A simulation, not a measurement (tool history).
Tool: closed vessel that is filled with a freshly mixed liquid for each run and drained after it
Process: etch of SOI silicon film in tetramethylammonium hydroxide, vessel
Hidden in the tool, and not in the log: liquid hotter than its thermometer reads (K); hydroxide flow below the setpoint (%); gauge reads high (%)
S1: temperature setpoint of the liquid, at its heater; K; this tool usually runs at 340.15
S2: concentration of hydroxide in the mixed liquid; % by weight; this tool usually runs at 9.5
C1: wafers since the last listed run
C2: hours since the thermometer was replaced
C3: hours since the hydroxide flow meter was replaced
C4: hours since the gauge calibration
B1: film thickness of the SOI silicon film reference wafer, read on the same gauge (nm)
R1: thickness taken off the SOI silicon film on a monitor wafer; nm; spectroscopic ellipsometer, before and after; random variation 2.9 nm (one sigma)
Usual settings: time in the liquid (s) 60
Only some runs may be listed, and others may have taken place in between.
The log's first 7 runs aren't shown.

run 8 hour=91.5 | S1=340.15 S2=9.5 time_in_the_liquid_(s)=35 | C1=1160 C2=1257 C3=17.4 C4=345.9 | B1=40.01 | R1=210.92
run 9 hour=106 | S1=340.15 S2=9.5 time_in_the_liquid_(s)=35 | C1=996 C2=1271.5 C3=31.9 C4=360.4 | B1=40 | R1=210.51
run 10 hour=120.5 | S1=340.15 S2=9.5 time_in_the_liquid_(s)=90 | C1=996 C2=1286 C3=46.4 C4=374.9 | B1=39.98 | R1=543.5
run 11 hour=129.7 | S1=340.15 S2=9.5 time_in_the_liquid_(s)=90 | C1=631 C2=1295.2 C3=55.6 C4=384.1 | B1=39.97 | R1=540.39
run 12 hour=147.3 | S1=340.15 S2=7.5 time_in_the_liquid_(s)=60 | C1=1208 C2=1312.8 C3=73.2 C4=401.7 | B1=39.99 | R1=395.95
run 13 hour=163.7 | S1=340.15 S2=7.5 time_in_the_liquid_(s)=60 | C1=1126 C2=1329.2 C3=89.6 C4=418.1 | B1=40.02 | R1=399.1
run 14 hour=170.7 | S1=340.15 S2=7.5 time_in_the_liquid_(s)=60 | C1=480 C2=1336.2 C3=96.6 C4=425.1 | B1=40 | R1=394.57
run 15 hour=181 | S1=333.15 S2=10.5 time_in_the_liquid_(s)=30 | C1=707 C2=1346.5 C3=106.9 C4=435.4 | B1=40.01 | R1=113.56
run 16 hour=198.1 | S1=346.65 S2=9.5 time_in_the_liquid_(s)=60 | C1=1174 C2=1363.6 C3=124 C4=452.5 | B1=40.01 | R1=537.29
-- hour=201.6 thermometer replaced
run 17 hour=213.6 | S1=334.65 S2=7.5 time_in_the_liquid_(s)=60 | C1=996 C2=12 C3=139.5 C4=468 | B1=40 | R1=282.39
run 18 hour=221.9 | S1=340.15 S2=8 time_in_the_liquid_(s)=60 | C1=570 C2=20.3 C3=147.8 C4=476.3 | B1=40 | R1=388.46
run 19 hour=239.6 | S1=340.15 S2=9.5 time_in_the_liquid_(s)=60 | C1=1215 C2=38 C3=165.5 C4=494 | B1=40.01 | R1=361.28

Forecast run 20:
run 20 hour=249.8 | S1=340.15 S2=8.5 time_in_the_liquid_(s)=30 | C1=700 C2=48.2 C3=175.7 C4=504.2 | B1=? | R1=?

B1: 40.01
R1: 187.38 nm
On a tool with no hidden condition, and with the same random variation, this run would have come out at R1 187.38 nm.
